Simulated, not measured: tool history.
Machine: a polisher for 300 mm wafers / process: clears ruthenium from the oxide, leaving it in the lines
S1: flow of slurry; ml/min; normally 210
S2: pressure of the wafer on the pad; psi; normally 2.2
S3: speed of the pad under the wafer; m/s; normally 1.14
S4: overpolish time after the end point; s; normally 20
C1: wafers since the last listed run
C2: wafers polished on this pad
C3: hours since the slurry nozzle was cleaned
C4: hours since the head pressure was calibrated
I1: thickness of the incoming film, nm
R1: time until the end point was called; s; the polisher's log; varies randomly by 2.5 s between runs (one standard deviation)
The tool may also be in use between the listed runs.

Run 1, hour 0: usual settings; C1 0; C2 2251; C3 536.9; C4 449.7; I1 160.7. Result: R1 132.7 s.
Run 2, hour 95.2: usual settings; C1 989; C2 3240; C3 632.1; C4 544.9; I1 160. Result: R1 128.3 s.
Run 3, hour 191: usual settings; C1 995; C2 4236; C3 727.9; C4 640.7; I1 161.4. Result: R1 133.4 s.
Run 4, hour 276.7: usual settings; C1 890; C2 5127; C3 813.6; C4 726.4; I1 158.9. Result: R1 124.2 s.
Run 5, hour 315.6: usual settings; C1 404; C2 5532; C3 852.5; C4 765.3; I1 159.4. Result: R1 121.2 s.
At hour 370.2: slurry nozzle cleaned.
At hour 371.8: worn pad replaced by a new one.
Run 6, hour 409.9: usual settings but S4 14 s; C1 953; C2 395; C3 39.7; C4 859.6; I1 161.2. Result: R1 126.2 s.
Run 7, hour 448.9: usual settings but S2 1.7 psi, S3 1.28 m/s; C1 405; C2 801; C3 78.7; C4 898.6; I1 159.8. Result: R1 144.4 s.
Run 8, hour 507.4: usual settings but S2 1.7 psi, S3 1.28 m/s; C1 608; C2 1409; C3 137.2; C4 957.1; I1 160.5. Result: R1 143.6 s.
Run 9, hour 554: usual settings; C1 484; C2 1893; C3 183.8; C4 1003.7; I1 160. Result: R1 126.6 s.
Run 10, hour 629.2: usual settings; C1 781; C2 2675; C3 259; C4 1078.9; I1 160.2. Result: R1 123.1 s.
Run 11, hour 736.8: usual settings; C1 1118; C2 3794; C3 366.6; C4 1186.5; I1 157.8. Result: R1 121.4 s.
Run 12, hour 820.3: usual settings; C1 868; C2 4662; C3 450.1; C4 1270; I1 162.7. Result: R1 124.4 s.
Run 13, hour 903.6: usual settings but S4 23 s; C1 866; C2 5528; C3 533.4; C4 1353.3; I1 158.3. Result: R1 115.5 s.
At hour 936.4: worn pad replaced by a new one, of another model than before.
Run 14, hour 979.3: usual settings; C1 745; C2 446; C3 609.1; C4 1429; I1 157.5. Result: R1 119.3 s.
At hour 1038.5: head pressure recalibrated.
Run 15, hour 1065.7: usual settings; C1 877; C2 1323; C3 695.5; C4 27.2; I1 162.6. Result: R1 138.3 s.
At hour 1160.9: slurry nozzle cleaned.
Run 16, hour 1217.9: usual settings but S3 1.24 m/s; C1 1571; C2 2895; C3 57; C4 179.4; I1 158.4. Result: R1 122 s.
Run 17, hour 1275: usual settings but S2 2.8 psi, S3 1.5 m/s, S4 17 s; C1 593; C2 3489; C3 114.1; C4 236.5; I1 158.4. Result: R1 96.5 s.
Run 18, hour 1356.3: usual settings but S1 265 ml/min, S4 30 s; C1 845; C2 4334; C3 195.4; C4 317.8; I1 159.7. Result: R1 124.7 s.
Run 19, hour 1441.5: usual settings but S2 2.7 psi, S4 16 s; C1 885; C2 5220; C3 280.6; C4 403; I1 161.7. Result: R1 120.2 s.
Run 20, hour 1494.8: usual settings but S2 1.7 psi, S3 0.8 m/s; C1 554; C2 5774; C3 333.9; C4 456.3; I1 162.5. Result: R1 187.5 s.
Run 21, hour 1542.2: usual settings but S2 1.9 psi; C1 492; C2 6267; C3 381.3; C4 503.7; I1 161.6. Result: R1 141.1 s.
At hour 1556.2: worn pad replaced by a new one.
Run 22, hour 1595.3: usual settings but S3 1.44 m/s, S4 23 s; C1 510; C2 406; C3 434.4; C4 556.8; I1 158.8. Result: R1 114.1 s.
Run 23, hour 1675.4: usual settings but S2 2.9 psi, S3 1.36 m/s; C1 832; C2 1239; C3 514.5; C4 636.9; I1 158.7. Result: R1 100.1 s.
Run 24, hour 1727.6: usual settings; C1 542; C2 1781; C3 566.7; C4 689.1; I1 161.1. Result: R1 130.9 s.
Run 25, hour 1807.7: usual settings but S1 250 ml/min, S2 1.7 psi, S4 28 s; C1 832; C2 2614; C3 646.8; C4 769.2; I1 162.2. Result: R1 142.8 s.
Run 26, hour 1845.8: usual settings but S1 250 ml/min, S2 2.9 psi, S3 1 m/s, S4 25 s; C1 396; C2 3010; C3 684.9; C4 807.3; I1 160.4. Result: R1 114.2 s.
At hour 1903: slurry nozzle cleaned.
Run 27, hour 1939.5: usual settings but S3 1.34 m/s, S4 26 s; C1 963; C2 3974; C3 36.5; C4 901; I1 161.6. Result: R1 116.5 s.
Run 28, hour 2001.7: usual settings but S4 29 s; C1 646; C2 4621; C3 98.7; C4 963.2; I1 159.7. Result: R1 125.5 s.
Run 29, hour 2038.9: usual settings but S1 265 ml/min, S2 1.4 psi, S3 0.86 m/s, S4 26 s; C1 386; C2 5007; C3 135.9; C4 1000.4; I1 159.6. Result: R1 179 s.
At hour 2069.1: worn pad replaced by a new one.
Run 30, hour 2111.4: usual settings; C1 712; C2 439; C3 208.4; C4 1072.9; I1 158.7. Result: R1 125.8 s.
Run 31, hour 2181.3: usual settings but S2 1.4 psi, S4 28 s; C1 726; C2 1166; C3 278.3; C4 1142.8; I1 157.6. Result: R1 154.4 s.
At hour 2249.6: head pressure recalibrated.
Run 32, hour 2250.1: usual settings but S2 1.7 psi, S3 0.8 m/s; C1 694; C2 1860; C3 347.1; C4 0.5; I1 159. Result: R1 185.8 s.
Run 33, hour 2312.1: usual settings but S2 2.5 psi, S4 10 s; C1 644; C2 2505; C3 409.1; C4 62.5; I1 160.4. Result: R1 123.7 s.
Run 34, hour 2356.2: usual settings but S1 170 ml/min, S3 0.78 m/s; C1 458; C2 2963; C3 453.2; C4 106.6; I1 158.7. Result: R1 175.6 s.
Run 35, hour 2458.8: usual settings but S4 14 s; C1 1066; C2 4030; C3 555.8; C4 209.2; I1 158. Result: R1 129 s.
Run 36, hour 2502.2: usual settings but S3 0.88 m/s, S4 26 s; C1 451; C2 4481; C3 599.2; C4 252.6; I1 161.3. Result: R1 160.7 s.

Below are 4 alternative next runs, each starting from the tool's condition after run 36. Predict each:
Run A, hour 2502.7: usual settings but S3 1.28 m/s; C1 5; C2 4486; C3 599.7; C4 253.1; I1 158. Result: R1 ?.
Run B, hour 2502.7: usual settings but S1 275 ml/min; C1 5; C2 4486; C3 599.7; C4 253.1; I1 158. Result: R1 ?.
Run C, hour 2502.7: usual settings but S2 2.4 psi; C1 5; C2 4486; C3 599.7; C4 253.1; I1 158. Result: R1 ?.
Run D, hour 2502.7: usual settings but S1 140 ml/min; C1 5; C2 4486; C3 599.7; C4 253.1; I1 158. Result: R1 ?.

run     R1
  A  119.6
  B  123.5
  C  122.9
  D  147.4
Stripped of hidden state, with their random variation kept, the same runs would have yielded:
run     R1
  A  118.8
  B  122.7
  C  122.1
  D  146.5

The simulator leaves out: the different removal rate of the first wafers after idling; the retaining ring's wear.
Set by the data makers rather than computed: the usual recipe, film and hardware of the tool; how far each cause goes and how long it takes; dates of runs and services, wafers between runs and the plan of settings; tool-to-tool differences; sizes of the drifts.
